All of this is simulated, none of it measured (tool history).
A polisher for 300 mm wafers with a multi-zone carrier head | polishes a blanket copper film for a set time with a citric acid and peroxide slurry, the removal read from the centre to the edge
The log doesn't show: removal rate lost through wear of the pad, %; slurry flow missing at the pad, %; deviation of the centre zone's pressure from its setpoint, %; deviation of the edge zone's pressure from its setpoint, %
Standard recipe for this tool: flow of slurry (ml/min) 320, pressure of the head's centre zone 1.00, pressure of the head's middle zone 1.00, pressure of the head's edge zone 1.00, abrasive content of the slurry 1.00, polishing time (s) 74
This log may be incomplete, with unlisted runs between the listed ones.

run   hour  flow of slurry (ml/min)  pressure of the head's centre zone  pressure of the head's middle zone  pressure of the head's edge zone  abrasive content of the slurry  polishing time (s)  wafers since the last listed run  wafers polished on this pad  hours since the slurry nozzle was cleaned  hours since the centre zone pressure was calibrated  hours since the edge zone pressure was calibrated  hours since the carrier head's membrane was replaced  incoming thickness of the incoming film, nm  film removed at the wafer's centre (nm)  film removed at mid-radius (nm)  film removed at the wafer's edge (nm)
  1    0.0                      320                                1.00                                1.05                              1.00                            1.00                  93                                 0                         2161                                      136.1                                                327.8                                              805.9                                                1330.6                                       1113.9                                    256.3                            233.7                                  226.1
  2   94.4                      360                                1.00                                1.00                              0.91                            0.70                  52                              1207                         3369                                      230.5                                                422.2                                              900.3                                                1425.0                                       1107.2                                    132.7                            114.4                                  109.4
     120.6  -- edge zone pressure recalibrated
  3  123.1                      355                                0.91                                1.00                              1.00                            0.90                  74                               341                         3711                                      259.2                                                450.9                                                2.5                                                1453.7                                       1093.1                                    178.3                            171.0                                  170.3
     132.1  -- worn pad replaced by a new one
     137.6  -- slurry nozzle cleaned
  4  155.3                      320                                1.11                                1.00                              1.09                            1.00                  74                               348                          284                                       17.7                                                483.1                                               34.7                                                1485.9                                       1117.2                                    239.4                            186.0                                  197.3
  5  171.7                      320                                1.00                                1.00                              1.00                            1.10                  74                               209                          494                                       34.1                                                499.5                                               51.1                                                1502.3                                       1098.6                                    208.8                            187.4                                  189.7
  6  192.9                      320                                1.00                                1.00                              1.00                            1.25                  98                               271                          765                                       55.3                                                520.7                                               72.3                                                1523.5                                       1094.1                                    288.4                            255.7                                  263.2
  7  206.0                      320                                1.00                                1.00                              1.00                            1.00                  74                               167                          933                                       68.4                                                533.8                                               85.4                                                1536.6                                       1119.9                                    208.3                            184.0                                  182.3
  8  225.8                      320                                1.00                                1.00                              1.00                            1.00                  74                               253                         1186                                       88.2                                                553.6                                              105.2                                                1556.4                                       1115.3                                    211.9                            183.1                                  182.3
     236.7  -- centre zone pressure recalibrated
  9  249.8                      365                                0.91                                1.00                              1.00                            1.00                  74                               281                         1468                                      112.2                                                 13.1                                              129.2                                                1580.4                                       1124.1                                    171.6                            186.7                                  182.1
 10  278.6                      320                                1.07                                1.07                              1.00                            1.00                  50                               368                         1836                                      141.0                                                 41.9                                              158.0                                                1609.2                                       1095.7                                    135.2                            127.5                                  123.1
     307.9  -- carrier head's membrane replaced by a new one
 11  312.2                      320                                1.00                                1.00                              1.00                            1.00                  74                               365                         2202                                      174.6                                                 75.5                                              191.6                                                   4.3                                       1115.5                                    186.7                            177.5                                  177.0
 12  343.9                      320                                1.00                                1.00                              0.95                            0.75                  74                               405                         2608                                      206.3                                                107.2                                              223.3                                                  36.0                                       1109.9                                    177.7                            167.7                                  164.3
 13  363.0                      320                                1.00                                1.07                              1.00                            1.20                  74                               244                         2852                                      225.4                                                126.3                                              242.4                                                  55.1                                       1093.7                                    199.7                            193.4                                  186.7
     379.1  -- worn pad replaced by a new one
 14  392.2                      320                                1.00                                0.93                              1.00                            1.00                  74                               322                          167                                      254.6                                                155.5                                              271.6                                                  84.3                                       1105.0                                    201.2                            176.8                                  184.6
 15  419.8                      320                                1.00                                1.00                              1.00                            1.00                  74                               353                          520                                      282.2                                                183.1                                              299.2                                                 111.9                                       1101.2                                    203.5                            184.8                                  186.5
     435.9  -- slurry nozzle cleaned
 16  454.0                      320                                0.94                                1.07                              0.89                            1.00                  95                               424                          945                                       18.1                                                217.3                                              333.4                                                 146.1                                       1098.8                                    246.8                            246.9                                  220.4
 17  472.7                      420                                1.00                                1.07                              1.00                            1.00                  99                               239                         1184                                       36.8                                                236.0                                              352.1                                                 164.8                                       1115.5                                    271.9                            256.8                                  251.5
 18  530.6                      320                                1.00                                1.00                              1.00                            1.00                  74                               740                         1925                                       94.7                                                293.9                                              410.0                                                 222.7                                       1095.1                                    196.7                            179.6                                  175.8
 19  555.5                      400                                1.00                                1.00                              1.00                            1.00                  74                               318                         2244                                      119.6                                                318.8                                              434.9                                                 247.6                                       1106.8                                    204.2                            181.6                                  185.3
 20  582.6                      320                                1.00                                1.00                              1.12                            1.00                  74                               346                         2591                                      146.7                                                345.9                                              462.0                                                 274.7                                       1098.5                                    197.1                            177.7                                  187.6
 21  607.4                      320                                1.00                                1.00                              1.00                            1.00                  74                               317                         2908                                      171.5                                                370.7                                              486.8                                                 299.5                                       1118.7                                    193.5                            176.1                                  178.8

Run by run, hidden condition taken away, random variation retained:
run  film removed at the wafer's centre (nm)  film removed at mid-radius (nm)  film removed at the wafer's edge (nm)
  1                                    242.3                            244.4                                  236.3
  2                                    127.6                            122.6                                  117.1
  3                                    172.3                            184.7                                  183.8
  4                                    216.5                            188.1                                  199.4
  5                                    189.3                            190.3                                  192.5
  6                                    262.6                            261.0                                  268.5
  7                                    190.2                            188.4                                  186.5
  8                                    194.4                            188.4                                  187.5
  9                                    177.9                            193.2                                  188.4
 10                                    138.9                            132.9                                  128.3
 11                                    190.4                            186.7                                  186.1
 12                                    180.4                            177.8                                  174.2
 13                                    202.5                            206.1                                  198.9
 14                                    192.1                            179.1                                  186.9
 15                                    194.3                            188.5                                  190.2
 16                                    235.9                            254.0                                  226.7
 17                                    260.2                            265.5                                  259.9
 18                                    189.4                            188.5                                  184.4
 19                                    197.2                            191.8                                  195.6
 20                                    191.2                            189.0                                  199.4
 21                                    188.5                            188.5                                  191.4
